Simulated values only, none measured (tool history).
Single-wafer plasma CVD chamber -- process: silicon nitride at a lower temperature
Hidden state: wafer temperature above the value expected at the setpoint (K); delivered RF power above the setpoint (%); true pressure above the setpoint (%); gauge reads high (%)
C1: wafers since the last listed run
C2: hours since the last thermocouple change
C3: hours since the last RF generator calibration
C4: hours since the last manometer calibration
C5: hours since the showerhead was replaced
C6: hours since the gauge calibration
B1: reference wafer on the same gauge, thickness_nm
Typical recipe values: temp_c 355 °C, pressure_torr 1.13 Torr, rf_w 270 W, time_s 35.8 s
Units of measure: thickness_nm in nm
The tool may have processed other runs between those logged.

run 1 hour=0 | temp_c=367 pressure_torr=1.13 rf_w=240 time_s=35.8 | C1=0 C2=2895.7 C3=947.3 C4=1513.6 C5=4078.5 C6=94.5 | B1=37.287 | thickness_nm=34.314
run 2 hour=12.4 | temp_c=367 pressure_torr=1.13 rf_w=240 time_s=35.8 | C1=199 C2=2908.1 C3=959.7 C4=1526 C5=4090.9 C6=106.9 | B1=37.28 | thickness_nm=34.726
run 3 hour=35.5 | temp_c=355 pressure_torr=1.13 rf_w=270 time_s=35.8 | C1=370 C2=2931.2 C3=982.8 C4=1549.1 C5=4114 C6=130 | B1=37.305 | thickness_nm=36.923
run 4 hour=66.8 | temp_c=355 pressure_torr=1.13 rf_w=270 time_s=35.8 | C1=502 C2=2962.5 C3=1014.1 C4=1580.4 C5=4145.3 C6=161.3 | B1=37.293 | thickness_nm=36.673
run 5 hour=85.6 | temp_c=363 pressure_torr=1.13 rf_w=270 time_s=35.8 | C1=301 C2=2981.3 C3=1032.9 C4=1599.2 C5=4164.1 C6=180.1 | B1=37.263 | thickness_nm=36.987
run 6 hour=117.7 | temp_c=363 pressure_torr=1.13 rf_w=270 time_s=35.8 | C1=515 C2=3013.4 C3=1065 C4=1631.3 C5=4196.2 C6=212.2 | B1=37.266 | thickness_nm=36.942
-- hour=144 showerhead replaced
run 7 hour=144.5 | temp_c=363 pressure_torr=1.13 rf_w=270 time_s=35.8 | C1=301 C2=3040.2 C3=1091.8 C4=1658.1 C5=0.5 C6=239 | B1=37.293 | thickness_nm=36.844
run 8 hour=176.1 | temp_c=355 pressure_torr=1.13 rf_w=270 time_s=35.8 | C1=507 C2=3071.8 C3=1123.4 C4=1689.7 C5=32.1 C6=270.6 | B1=37.284 | thickness_nm=36.897
run 9 hour=280.4 | temp_c=355 pressure_torr=1.13 rf_w=270 time_s=35.8 | C1=1674 C2=3176.1 C3=1227.7 C4=1794 C5=136.4 C6=374.9 | B1=37.303 | thickness_nm=37.058
run 10 hour=303 | temp_c=355 pressure_torr=1.13 rf_w=270 time_s=35.8 | C1=362 C2=3198.7 C3=1250.3 C4=1816.6 C5=159 C6=397.5 | B1=37.291 | thickness_nm=36.845
-- hour=316.8 thermocouple changed; heater temperature recalibrated
-- hour=326.7 capacitance manometer re-zeroed and calibrated
run 11 hour=331.7 | temp_c=355 pressure_torr=1.37 rf_w=235 time_s=35.8 | C1=203 C2=14.9 C3=1279 C4=5 C5=187.7 C6=426.2 | B1=37.312 | thickness_nm=36.515
run 12 hour=365.9 | temp_c=355 pressure_torr=1.13 rf_w=270 time_s=35.8 | C1=548 C2=49.1 C3=1313.2 C4=39.2 C5=221.9 C6=460.4 | B1=37.321 | thickness_nm=36.985
run 13 hour=387.8 | temp_c=355 pressure_torr=1.13 rf_w=270 time_s=35.8 | C1=351 C2=71 C3=1335.1 C4=61.1 C5=243.8 C6=482.3 | B1=37.337 | thickness_nm=37.052
run 14 hour=422.3 | temp_c=355 pressure_torr=1.06 rf_w=300 time_s=35.8 | C1=553 C2=105.5 C3=1369.6 C4=95.6 C5=278.3 C6=516.8 | B1=37.275 | thickness_nm=38.144
-- hour=458.4 RF generator calibrated
run 15 hour=458.9 | temp_c=363 pressure_torr=1.13 rf_w=270 time_s=35.8 | C1=459 C2=142.1 C3=0.5 C4=132.2 C5=314.9 C6=553.4 | B1=37.286 | thickness_nm=36.85
run 16 hour=474.7 | temp_c=355 pressure_torr=1.13 rf_w=270 time_s=35.8 | C1=253 C2=157.9 C3=16.3 C4=148 C5=330.7 C6=569.2 | B1=37.279 | thickness_nm=37.05
-- hour=485.5 gauge calibrated
run 17 hour=510.7 | temp_c=355 pressure_torr=1.13 rf_w=270 time_s=35.8 | C1=577 C2=193.9 C3=52.3 C4=184 C5=366.7 C6=25.2 | B1=37.327 | thickness_nm=36.805
run 18 hour=531.7 | temp_c=355 pressure_torr=1.13 rf_w=270 time_s=35.8 | C1=337 C2=214.9 C3=73.3 C4=205 C5=387.7 C6=46.2 | B1=37.313 | thickness_nm=37.075
run 19 hour=548.7 | temp_c=350 pressure_torr=1.13 rf_w=270 time_s=35.8 | C1=272 C2=231.9 C3=90.3 C4=222 C5=404.7 C6=63.2 | B1=37.283 | thickness_nm=36.977
run 20 hour=561.6 | temp_c=346 pressure_torr=1.41 rf_w=290 time_s=37.7 | C1=207 C2=244.8 C3=103.2 C4=234.9 C5=417.6 C6=76.1 | B1=37.298 | thickness_nm=43.698
run 21 hour=585.7 | temp_c=355 pressure_torr=1.33 rf_w=270 time_s=35.8 | C1=386 C2=268.9 C3=127.3 C4=259 C5=441.7 C6=100.2 | B1=37.292 | thickness_nm=39.108
run 22 hour=611.6 | temp_c=343 pressure_torr=1.13 rf_w=310 time_s=33.3 | C1=415 C2=294.8 C3=153.2 C4=284.9 C5=467.6 C6=126.1 | B1=37.291 | thickness_nm=37.386
run 23 hour=633.7 | temp_c=355 pressure_torr=1.13 rf_w=270 time_s=35.8 | C1=354 C2=316.9 C3=175.3 C4=307 C5=489.7 C6=148.2 | B1=37.289 | thickness_nm=36.852
run 24 hour=669.6 | temp_c=362 pressure_torr=1.13 rf_w=310 time_s=35.8 | C1=576 C2=352.8 C3=211.2 C4=342.9 C5=525.6 C6=184.1 | B1=37.303 | thickness_nm=39.638
run 25 hour=693.6 | temp_c=355 pressure_torr=1.13 rf_w=255 time_s=35.8 | C1=385 C2=376.8 C3=235.2 C4=366.9 C5=549.6 C6=208.1 | B1=37.279 | thickness_nm=35.852
run 26 hour=715.8 | temp_c=360 pressure_torr=1.13 rf_w=240 time_s=28.9 | C1=356 C2=399 C3=257.4 C4=389.1 C5=571.8 C6=230.3 | B1=37.304 | thickness_nm=28.179
run 27 hour=746.3 | temp_c=355 pressure_torr=0.88 rf_w=300 time_s=40 | C1=489 C2=429.5 C3=287.9 C4=419.6 C5=602.3 C6=260.8 | B1=37.281 | thickness_nm=39.563
run 28 hour=777.6 | temp_c=359 pressure_torr=1.13 rf_w=235 time_s=40.5 | C1=502 C2=460.8 C3=319.2 C4=450.9 C5=633.6 C6=292.1 | B1=37.296 | thickness_nm=38.863
run 29 hour=807.3 | temp_c=363 pressure_torr=1.13 rf_w=270 time_s=35.8 | C1=476 C2=490.5 C3=348.9 C4=480.6 C5=663.3 C6=321.8 | B1=37.292 | thickness_nm=36.864

Below are 4 alternative next runs, each starting from the tool's condition after run 29. Predict each:
run A hour=807.7 | temp_c=355 pressure_torr=1.13 rf_w=240 time_s=35.8 | C1=6 C2=490.9 C3=349.3 C4=481 C5=663.7 C6=322.2 | B1=? | thickness_nm=?
run B hour=807.7 | temp_c=364 pressure_torr=0.85 rf_w=310 time_s=29.8 | C1=6 C2=490.9 C3=349.3 C4=481 C5=663.7 C6=322.2 | B1=? | thickness_nm=?
run C hour=807.7 | temp_c=343 pressure_torr=1.23 rf_w=270 time_s=29.1 | C1=6 C2=490.9 C3=349.3 C4=481 C5=663.7 C6=322.2 | B1=? | thickness_nm=?
run D hour=807.7 | temp_c=355 pressure_torr=1.34 rf_w=270 time_s=35.8 | C1=6 C2=490.9 C3=349.3 C4=481 C5=663.7 C6=322.2 | B1=? | thickness_nm=?

run=A B1=37.304 thickness_nm=34.501
run=B B1=37.304 thickness_nm=29.307
run=C B1=37.304 thickness_nm=30.961
run=D B1=37.304 thickness_nm=39.033
Stripped of hidden state, with their random variation kept, the same runs would have yielded:
run=A thickness_nm=34.501
run=B thickness_nm=29.307
run=C thickness_nm=30.961
run=D thickness_nm=39.033
